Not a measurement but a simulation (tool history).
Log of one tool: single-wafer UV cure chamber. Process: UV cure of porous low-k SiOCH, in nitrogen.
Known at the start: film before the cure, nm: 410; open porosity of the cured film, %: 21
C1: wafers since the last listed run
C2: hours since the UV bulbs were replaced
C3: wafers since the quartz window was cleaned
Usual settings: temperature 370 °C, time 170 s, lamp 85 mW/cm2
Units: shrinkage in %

{"run": 1, "hour": 0.0, "temperature": 370, "time": 170, "lamp": 85, "C1": 0, "C2": 1658.1, "C3": 1538, "shrinkage": 8.819}
{"run": 2, "hour": 90.4, "temperature": 370, "time": 170, "lamp": 85, "C1": 383, "C2": 1748.5, "C3": 1922, "shrinkage": 8.704}
{"run": 3, "hour": 140.7, "temperature": 370, "time": 170, "lamp": 85, "C1": 213, "C2": 1798.8, "C3": 2136, "shrinkage": 8.695}
{"hour": 151.5, "done": "quartz window cleaned"}
{"run": 4, "hour": 208.5, "temperature": 370, "time": 170, "lamp": 85, "C1": 253, "C2": 1866.6, "C3": 241, "shrinkage": 9.035}
{"run": 5, "hour": 276.2, "temperature": 370, "time": 170, "lamp": 85, "C1": 287, "C2": 1934.3, "C3": 529, "shrinkage": 8.908}
{"run": 6, "hour": 342.1, "temperature": 370, "time": 170, "lamp": 85, "C1": 279, "C2": 2000.2, "C3": 808, "shrinkage": 8.75}
{"run": 7, "hour": 437.6, "temperature": 370, "time": 170, "lamp": 85, "C1": 405, "C2": 2095.7, "C3": 1214, "shrinkage": 8.656}
{"run": 8, "hour": 525.2, "temperature": 370, "time": 170, "lamp": 85, "C1": 371, "C2": 2183.3, "C3": 1586, "shrinkage": 8.489}
{"hour": 602.9, "done": "quartz window cleaned"}
{"run": 9, "hour": 625.4, "temperature": 357, "time": 170, "lamp": 85, "C1": 391, "C2": 2283.5, "C3": 95, "shrinkage": 8.492}
{"hour": 660.4, "done": "UV bulbs replaced"}
{"run": 10, "hour": 662.3, "temperature": 357, "time": 170, "lamp": 85, "C1": 122, "C2": 1.9, "C3": 218, "shrinkage": 9.624}
{"run": 11, "hour": 755.7, "temperature": 357, "time": 170, "lamp": 85, "C1": 396, "C2": 95.3, "C3": 614, "shrinkage": 9.447}
{"run": 12, "hour": 808.3, "temperature": 355, "time": 125, "lamp": 48, "C1": 223, "C2": 147.9, "C3": 837, "shrinkage": 5.583}
{"run": 13, "hour": 870.1, "temperature": 370, "time": 230, "lamp": 85, "C1": 262, "C2": 209.7, "C3": 1100, "shrinkage": 11.048}
{"run": 14, "hour": 957.3, "temperature": 370, "time": 170, "lamp": 85, "C1": 370, "C2": 296.9, "C3": 1470, "shrinkage": 9.462}
{"run": 15, "hour": 1040.8, "temperature": 365, "time": 200, "lamp": 108, "C1": 354, "C2": 380.4, "C3": 1824, "shrinkage": 11.207}
{"run": 16, "hour": 1113.1, "temperature": 370, "time": 105, "lamp": 73, "C1": 306, "C2": 452.7, "C3": 2131, "shrinkage": 6.326}
{"hour": 1124.3, "done": "quartz window cleaned"}
{"run": 17, "hour": 1165.5, "temperature": 377, "time": 130, "lamp": 107, "C1": 188, "C2": 505.1, "C3": 174, "shrinkage": 9.663}
{"run": 18, "hour": 1219.9, "temperature": 357, "time": 120, "lamp": 73, "C1": 230, "C2": 559.5, "C3": 405, "shrinkage": 7.034}
{"run": 19, "hour": 1274.0, "temperature": 364, "time": 145, "lamp": 54, "C1": 229, "C2": 613.6, "C3": 635, "shrinkage": 6.578}
{"run": 20, "hour": 1364.1, "temperature": 370, "time": 70, "lamp": 112, "C1": 382, "C2": 703.7, "C3": 1017, "shrinkage": 6.563}
{"run": 21, "hour": 1426.1, "temperature": 370, "time": 170, "lamp": 85, "C1": 263, "C2": 765.7, "C3": 1281, "shrinkage": 9.279}
{"run": 22, "hour": 1509.0, "temperature": 362, "time": 170, "lamp": 85, "C1": 351, "C2": 848.6, "C3": 1632, "shrinkage": 9.076}

Forecast each of these 3 alternatives for the next run:
{"run": "A", "hour": 1509.5, "temperature": 370, "time": 170, "lamp": 85, "C1": 2, "C2": 849.1, "C3": 1635, "shrinkage": "?"}
{"run": "B", "hour": 1509.5, "temperature": 370, "time": 170, "lamp": 116, "C1": 2, "C2": 849.1, "C3": 1635, "shrinkage": "?"}
{"run": "C", "hour": 1509.5, "temperature": 388, "time": 170, "lamp": 103, "C1": 2, "C2": 849.1, "C3": 1635, "shrinkage": "?"}

run=A shrinkage=9.052
run=B shrinkage=10.530
run=C shrinkage=10.312
Without the tool's hidden state the same runs would have given:
run=A shrinkage=10.012
run=B shrinkage=11.525
run=C shrinkage=11.302
